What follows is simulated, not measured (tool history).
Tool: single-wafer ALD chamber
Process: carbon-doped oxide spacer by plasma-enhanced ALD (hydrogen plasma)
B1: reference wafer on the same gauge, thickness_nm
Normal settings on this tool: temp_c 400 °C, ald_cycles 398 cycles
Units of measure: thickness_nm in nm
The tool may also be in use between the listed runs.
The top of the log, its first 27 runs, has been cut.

run 28 hour=1753.7 | temp_c=411 ald_cycles=371 | B1=22.127 | thickness_nm=19.496
run 29 hour=1783.9 | temp_c=400 ald_cycles=398 | B1=22.096 | thickness_nm=21.693
run 30 hour=1817.1 | temp_c=413 ald_cycles=458 | B1=22.1 | thickness_nm=23.841
-- hour=1836 thermocouple changed; heater temperature recalibrated
run 31 hour=1866.6 | temp_c=394 ald_cycles=456 | B1=22.107 | thickness_nm=25.13
run 32 hour=2057.6 | temp_c=400 ald_cycles=398 | B1=22.067 | thickness_nm=21.908
run 33 hour=2087.1 | temp_c=395 ald_cycles=427 | B1=22.118 | thickness_nm=23.715
run 34 hour=2146.5 | temp_c=400 ald_cycles=398 | B1=22.086 | thickness_nm=21.869
run 35 hour=2196 | temp_c=390 ald_cycles=456 | B1=22.086 | thickness_nm=25.253
run 36 hour=2259.1 | temp_c=388 ald_cycles=363 | B1=22.11 | thickness_nm=19.911
run 37 hour=2405.8 | temp_c=400 ald_cycles=398 | B1=22.096 | thickness_nm=21.837
run 38 hour=2470 | temp_c=414 ald_cycles=443 | B1=22.066 | thickness_nm=23.256
run 39 hour=2499.2 | temp_c=400 ald_cycles=398 | B1=22.129 | thickness_nm=21.876

Consider 3 possible next runs. They are alternatives, not a sequence: every one starts from the tool as it was left by run 39. What does each give?
run A hour=2500.2 | temp_c=409 ald_cycles=398 | B1=? | thickness_nm=?
run B hour=2500.2 | temp_c=400 ald_cycles=378 | B1=? | thickness_nm=?
run C hour=2500.2 | temp_c=390 ald_cycles=368 | B1=? | thickness_nm=?

run=A B1=22.072 thickness_nm=21.295
run=B B1=22.072 thickness_nm=20.821
run=C B1=22.072 thickness_nm=20.418
Without the tool's unlogged condition, the same runs would have read:
run=A thickness_nm=21.454
run=B thickness_nm=20.973
run=C thickness_nm=20.418

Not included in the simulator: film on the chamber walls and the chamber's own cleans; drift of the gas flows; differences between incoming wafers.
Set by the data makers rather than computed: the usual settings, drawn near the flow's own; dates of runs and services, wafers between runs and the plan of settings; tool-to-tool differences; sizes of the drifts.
